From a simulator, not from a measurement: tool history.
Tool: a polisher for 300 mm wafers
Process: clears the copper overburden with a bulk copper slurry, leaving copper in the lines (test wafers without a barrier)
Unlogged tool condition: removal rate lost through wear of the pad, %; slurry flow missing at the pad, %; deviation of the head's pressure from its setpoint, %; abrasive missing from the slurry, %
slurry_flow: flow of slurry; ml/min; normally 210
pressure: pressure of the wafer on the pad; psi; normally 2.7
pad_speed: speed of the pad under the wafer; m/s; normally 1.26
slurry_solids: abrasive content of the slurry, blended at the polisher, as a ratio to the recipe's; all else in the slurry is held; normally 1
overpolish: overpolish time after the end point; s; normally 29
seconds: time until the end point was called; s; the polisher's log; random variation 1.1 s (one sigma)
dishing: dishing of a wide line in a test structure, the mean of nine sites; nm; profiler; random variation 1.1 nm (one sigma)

run    hour  slurry_flow  pressure  pad_speed  slurry_solids  overpolish  wafers since the last listed run  wafers polished on this pad  hours since the slurry nozzle was cleaned  hours since the head pressure was calibrated  hours since the slurry blender was calibrated  incoming thickness of the incoming film, nm  seconds  dishing
  1       0          210       2.7       1.26              1          29                                 0                         2874                                      283.4                                           438                                          125.5                                        818.7     82.7       64
  2    37.8          210       2.7       1.26              1          29                               483                         3357                                      321.2                                         475.8                                          163.3                                        811.8     80.7     65.6
       60.6  -- head pressure recalibrated
  3     101          210       2.7       1.54            0.8          29                               782                         4140                                      384.4                                          40.4                                          226.5                                        816.3     68.8     65.9
  4   142.6          210       2.7       1.54            0.8          29                               531                         4672                                        426                                            82                                          268.1                                        825.2     70.6     65.8
        184  -- worn pad replaced by a new one
  5   206.6          210       2.1       1.04              1          29                               767                          289                                        490                                           146                                          332.1                                        818.6    118.1     59.7
  6   291.4          210       2.1       1.04              1          29                              1084                         1373                                      574.8                                         230.8                                          416.9                                        827.8    119.1     59.8
      321.6  -- slurry nozzle cleaned
  7   397.7          210       2.1       1.04              1          29                              1346                         2720                                       76.1                                         337.1                                          523.2                                        810.3    124.8     60.4
      419.6  -- slurry blender recalibrated
      483.7  -- head pressure recalibrated
  8     500          210       2.7       1.26              1          29                              1257                         3977                                      178.4                                          16.3                                           80.4                                        818.7     77.8     64.9
      562.8  -- worn pad replaced by a new one
  9   579.5          210       2.7       1.26           1.15          29                               965                          213                                      257.9                                          95.8                                          159.9                                        800.6     73.5       65
 10   647.9          210       2.7       1.26           1.15          29                               874                         1088                                      326.3                                         164.2                                          228.3                                        804.2       77     63.8
 11   702.5          210       2.7       1.26              1          29                               698                         1786                                      380.9                                         218.8                                          282.9                                        812.2     78.7     64.9
 12   762.1          210       2.7       1.26              1          29                               762                         2548                                      440.5                                         278.4                                          342.5                                        803.9     81.9     64.5
 13   822.3          210         3       1.26              1          29                               769                         3318                                      500.7                                         338.6                                          402.7                                        809.8       77     66.5
 14   859.8          210       2.7       1.26              1          29                               479                         3798                                      538.2                                         376.1                                          440.2                                          815     85.3     64.5
      910.5  -- slurry blender recalibrated
      937.1  -- head pressure recalibrated
 15   959.2          210       3.1       1.26              1          15                              1220                         5018                                      637.6                                          22.1                                           48.7                                        819.8     71.9     60.7
      981.9  -- slurry nozzle cleaned
      989.5  -- worn pad replaced by a new one, of another model than before
 16  1055.8          210       2.7       1.26            0.9          13                              1171                          847                                       73.9                                         118.7                                          145.3                                          804     81.7     52.6
 17  1099.1          190       2.7       1.26            1.1          29                               553                         1401                                      117.2                                           162                                          188.6                                        809.6     78.2     65.1
 18  1159.1          235       2.7       1.26              1          29                               767                         2168                                      177.2                                           222                                          248.6                                        815.2     78.7     63.9
 19  1238.5          210       2.7       1.26              1          29                              1015                         3184                                      256.6                                         301.4                                            328                                        815.3     81.5     63.6
 20  1342.4          140       2.7       1.26              1          17                              1328                         4512                                      360.5                                         405.3                                          431.9                                          807     84.5     57.9
     1384.2  -- head pressure recalibrated
 21  1387.6          210       2.1       1.04              1          29                               552                         5065                                      405.7                                           3.4                                          477.1                                        804.2    117.3       59
     1438.9  -- slurry blender recalibrated
     1447.8  -- worn pad replaced by a new one
 22  1469.3          210       2.7       1.26              1          29                               968                          274                                      487.4                                          85.1                                           30.4                                        817.8     79.7     64.3
     1480.7  -- slurry nozzle cleaned
 23  1570.5          210       1.9       1.26            0.8          29                              1281                         1556                                       89.8                                         186.3                                          131.6                                        809.8    115.9     57.6
 24  1677.6          210       2.7       1.26              1          18                              1369                         2925                                      196.9                                         293.4                                          238.7                                        818.8     78.9     60.5
 25  1723.2          210       2.1       1.04              1          29                               583                         3509                                      242.5                                           339                                          284.3                                          820      112     59.5
     1795.3  -- head pressure recalibrated
 26  1804.6          210       3.1       1.62              1          29                              1015                         4524                                      323.9                                           9.3                                          365.7                                        826.4     64.4     68.1
     1861.3  -- worn pad replaced by a new one
 27  1868.1          210       2.2       1.68              1          15                               760                           86                                      387.4                                          72.8                                          429.2                                        816.8     83.4     53.4
     1907.1  -- slurry blender recalibrated
 28  1975.9          250       1.8        1.7           1.25          29                              1353                         1439                                      495.2                                         180.6                                           68.8                                        815.9     90.7     60.9

4 options for the next run, each taken on its own from the tool as it stands now. Forecast them:
  A  1976.3          210       2.7       1.26              1          29                                 5                         1444                                      495.6                                           181                                           69.2                                        815.4        ?        ?
  B  1976.3          210       2.3       1.54            1.2          13                                 5                         1444                                      495.6                                           181                                           69.2                                        815.4        ?        ?
  C  1976.3          165       3.4       1.14            1.2          29                                 5                         1444                                      495.6                                           181                                           69.2                                        815.4        ?        ?
  D  1976.3          170       2.2       1.46           1.25          29                                 5                         1444                                      495.6                                           181                                           69.2                                        815.4        ?        ?

run  seconds  dishing
  A     79.4     62.5
  B     78.4     51.6
  C     67.1     65.5
  D     85.3     60.1
Take away the tool's hidden state, keep each run's random variation, and the runs would have read:
run  seconds  dishing
  A     78.6     62.6
  B     77.6     51.8
  C     66.4     65.5
  D     84.4     60.2

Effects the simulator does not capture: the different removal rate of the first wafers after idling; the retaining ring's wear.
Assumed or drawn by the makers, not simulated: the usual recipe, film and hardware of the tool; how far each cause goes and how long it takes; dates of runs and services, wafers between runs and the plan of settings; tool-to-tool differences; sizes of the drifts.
